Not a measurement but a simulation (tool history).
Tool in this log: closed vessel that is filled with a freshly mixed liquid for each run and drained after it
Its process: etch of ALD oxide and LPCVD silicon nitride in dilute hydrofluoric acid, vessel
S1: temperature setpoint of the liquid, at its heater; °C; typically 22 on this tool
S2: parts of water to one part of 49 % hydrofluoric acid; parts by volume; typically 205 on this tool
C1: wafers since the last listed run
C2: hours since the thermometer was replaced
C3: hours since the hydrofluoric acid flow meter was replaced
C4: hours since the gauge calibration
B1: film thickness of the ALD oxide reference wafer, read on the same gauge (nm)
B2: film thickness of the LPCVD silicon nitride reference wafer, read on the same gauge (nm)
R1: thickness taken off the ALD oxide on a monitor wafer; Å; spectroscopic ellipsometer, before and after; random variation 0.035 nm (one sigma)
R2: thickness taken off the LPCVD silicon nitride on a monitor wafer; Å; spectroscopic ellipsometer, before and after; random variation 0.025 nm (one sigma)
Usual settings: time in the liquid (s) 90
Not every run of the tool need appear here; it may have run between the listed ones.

{"run": 1, "hour": 0.0, "S1": 22, "S2": 225, "time in the liquid (s)": 90, "C1": 0, "C2": 187, "C3": 1345.4, "C4": 1327.3, "B1": 140.03, "B2": 70.001, "R1": 84.1, "R2": 1.66}
{"run": 2, "hour": 54.8, "S1": 22, "S2": 205, "time in the liquid (s)": 90, "C1": 7661, "C2": 241.8, "C3": 1400.2, "C4": 1382.1, "B1": 139.99, "B2": 70.005, "R1": 93.9, "R2": 1.76}
{"run": 3, "hour": 159.3, "S1": 22, "S2": 205, "time in the liquid (s)": 90, "C1": 14610, "C2": 346.3, "C3": 1504.7, "C4": 1486.6, "B1": 140.02, "B2": 70.028, "R1": 93.2, "R2": 1.67}
{"run": 4, "hour": 224.8, "S1": 22, "S2": 205, "time in the liquid (s)": 90, "C1": 9157, "C2": 411.8, "C3": 1570.2, "C4": 1552.1, "B1": 139.99, "B2": 70.019, "R1": 92.7, "R2": 1.97}
{"run": 5, "hour": 296.9, "S1": 22, "S2": 205, "time in the liquid (s)": 90, "C1": 10080, "C2": 483.9, "C3": 1642.3, "C4": 1624.2, "B1": 140.04, "B2": 69.975, "R1": 92.2, "R2": 1.3}
{"run": 6, "hour": 352.8, "S1": 21, "S2": 125, "time in the liquid (s)": 90, "C1": 7815, "C2": 539.8, "C3": 1698.2, "C4": 1680.1, "B1": 140.02, "B2": 70.034, "R1": 157.7, "R2": 2.65}
{"run": 7, "hour": 459.7, "S1": 22, "S2": 205, "time in the liquid (s)": 70, "C1": 14946, "C2": 646.7, "C3": 1805.1, "C4": 1787, "B1": 140.03, "B2": 69.953, "R1": 71.1, "R2": 1.16}
{"run": 8, "hour": 540.1, "S1": 22, "S2": 205, "time in the liquid (s)": 90, "C1": 11241, "C2": 727.1, "C3": 1885.5, "C4": 1867.4, "B1": 140, "B2": 69.996, "R1": 91.4, "R2": 1.43}
{"hour": 610.5, "done": "thermometer replaced"}
{"run": 9, "hour": 614.3, "S1": 22, "S2": 205, "time in the liquid (s)": 90, "C1": 10234, "C2": 3.8, "C3": 1959.7, "C4": 1941.6, "B1": 140, "B2": 69.972, "R1": 93.9, "R2": 1.87}
{"run": 10, "hour": 698.1, "S1": 22, "S2": 205, "time in the liquid (s)": 90, "C1": 11716, "C2": 87.6, "C3": 2043.5, "C4": 2025.4, "B1": 139.96, "B2": 70.016, "R1": 93.8, "R2": 2.04}
{"hour": 720.5, "done": "hydrofluoric acid flow meter replaced"}
{"hour": 743.7, "done": "gauge calibrated"}
{"run": 11, "hour": 791.5, "S1": 22, "S2": 205, "time in the liquid (s)": 110, "C1": 12919, "C2": 181, "C3": 71, "C4": 47.8, "B1": 140.01, "B2": 69.989, "R1": 119, "R2": 2.62}
{"run": 12, "hour": 834.4, "S1": 22, "S2": 205, "time in the liquid (s)": 110, "C1": 5998, "C2": 223.9, "C3": 113.9, "C4": 90.7, "B1": 139.99, "B2": 69.939, "R1": 118.7, "R2": 2.14}
{"run": 13, "hour": 896.2, "S1": 22, "S2": 305, "time in the liquid (s)": 90, "C1": 8640, "C2": 285.7, "C3": 175.7, "C4": 152.5, "B1": 139.99, "B2": 70.022, "R1": 59.1, "R2": 1.09}
{"run": 14, "hour": 986.7, "S1": 27, "S2": 205, "time in the liquid (s)": 90, "C1": 12653, "C2": 376.2, "C3": 266.2, "C4": 243, "B1": 140.07, "B2": 69.999, "R1": 115.4, "R2": 2.57}
{"run": 15, "hour": 1025.6, "S1": 22, "S2": 205, "time in the liquid (s)": 90, "C1": 5438, "C2": 415.1, "C3": 305.1, "C4": 281.9, "B1": 140.02, "B2": 70.015, "R1": 95.7, "R2": 1.79}
{"run": 16, "hour": 1079.7, "S1": 26, "S2": 205, "time in the liquid (s)": 90, "C1": 7564, "C2": 469.2, "C3": 359.2, "C4": 336, "B1": 139.97, "B2": 69.995, "R1": 110.4, "R2": 2.5}
{"run": 17, "hour": 1180.7, "S1": 20.5, "S2": 240, "time in the liquid (s)": 105, "C1": 14121, "C2": 570.2, "C3": 460.2, "C4": 437, "B1": 140.03, "B2": 69.947, "R1": 86, "R2": 1.42}
{"run": 18, "hour": 1286.2, "S1": 22, "S2": 205, "time in the liquid (s)": 90, "C1": 14750, "C2": 675.7, "C3": 565.7, "C4": 542.5, "B1": 140.02, "B2": 69.975, "R1": 93.9, "R2": 1.42}
{"hour": 1316.8, "done": "thermometer replaced"}
{"run": 19, "hour": 1433.9, "S1": 22, "S2": 205, "time in the liquid (s)": 90, "C1": 20511, "C2": 117.1, "C3": 713.4, "C4": 690.2, "B1": 140.01, "B2": 70.016, "R1": 96.5, "R2": 2.26}
{"run": 20, "hour": 1501.3, "S1": 26.5, "S2": 110, "time in the liquid (s)": 90, "C1": 9423, "C2": 184.5, "C3": 780.8, "C4": 757.6, "B1": 140.01, "B2": 69.941, "R1": 237.1, "R2": 4.75}
{"run": 21, "hour": 1551.3, "S1": 23.5, "S2": 140, "time in the liquid (s)": 120, "C1": 6990, "C2": 234.5, "C3": 830.8, "C4": 807.6, "B1": 140.02, "B2": 69.97, "R1": 211.8, "R2": 3.47}
{"run": 22, "hour": 1605.5, "S1": 26.5, "S2": 110, "time in the liquid (s)": 90, "C1": 7578, "C2": 288.7, "C3": 885, "C4": 861.8, "B1": 139.98, "B2": 70.019, "R1": 234.4, "R2": 4.58}
{"run": 23, "hour": 1646.5, "S1": 26, "S2": 245, "time in the liquid (s)": 90, "C1": 5732, "C2": 329.7, "C3": 926, "C4": 902.8, "B1": 139.99, "B2": 69.965, "R1": 87.9, "R2": 1.49}
{"run": 24, "hour": 1703.2, "S1": 25.5, "S2": 290, "time in the liquid (s)": 90, "C1": 7927, "C2": 386.4, "C3": 982.7, "C4": 959.5, "B1": 140.01, "B2": 70.015, "R1": 69.1, "R2": 1.67}
{"run": 25, "hour": 1782.1, "S1": 22, "S2": 205, "time in the liquid (s)": 90, "C1": 11031, "C2": 465.3, "C3": 1061.6, "C4": 1038.4, "B1": 139.98, "B2": 69.987, "R1": 93.5, "R2": 1.66}
{"run": 26, "hour": 1830.8, "S1": 22, "S2": 205, "time in the liquid (s)": 90, "C1": 6809, "C2": 514, "C3": 1110.3, "C4": 1087.1, "B1": 139.97, "B2": 69.977, "R1": 93.6, "R2": 1.5}
{"run": 27, "hour": 1884.7, "S1": 18.5, "S2": 300, "time in the liquid (s)": 50, "C1": 7536, "C2": 567.9, "C3": 1164.2, "C4": 1141, "B1": 139.98, "B2": 69.993, "R1": 28.4, "R2": 0.41}

3 options for the next run, each taken on its own from the tool as it stands now. Forecast them:
{"run": "A", "hour": 1885.4, "S1": 22, "S2": 205, "time in the liquid (s)": 65, "C1": 97, "C2": 568.6, "C3": 1164.9, "C4": 1141.7, "B1": "?", "B2": "?", "R1": "?", "R2": "?"}
{"run": "B", "hour": 1885.4, "S1": 17, "S2": 205, "time in the liquid (s)": 35, "C1": 97, "C2": 568.6, "C3": 1164.9, "C4": 1141.7, "B1": "?", "B2": "?", "R1": "?", "R2": "?"}
{"run": "C", "hour": 1885.4, "S1": 22, "S2": 120, "time in the liquid (s)": 90, "C1": 97, "C2": 568.6, "C3": 1164.9, "C4": 1141.7, "B1": "?", "B2": "?", "R1": "?", "R2": "?"}

run=A B1=140.01 B2=70.051 R1=66.9 R2=1.47
run=B B1=140.01 B2=70.051 R1=29.6 R2=0.57
run=C B1=140.01 B2=70.051 R1=173.3 R2=3.44
Take away the tool's hidden state, keep each run's random variation, and the runs would have read:
run=A R1=70.7 R2=1.59
run=B R1=31.4 R2=0.62
run=C R1=183.3 R2=3.72
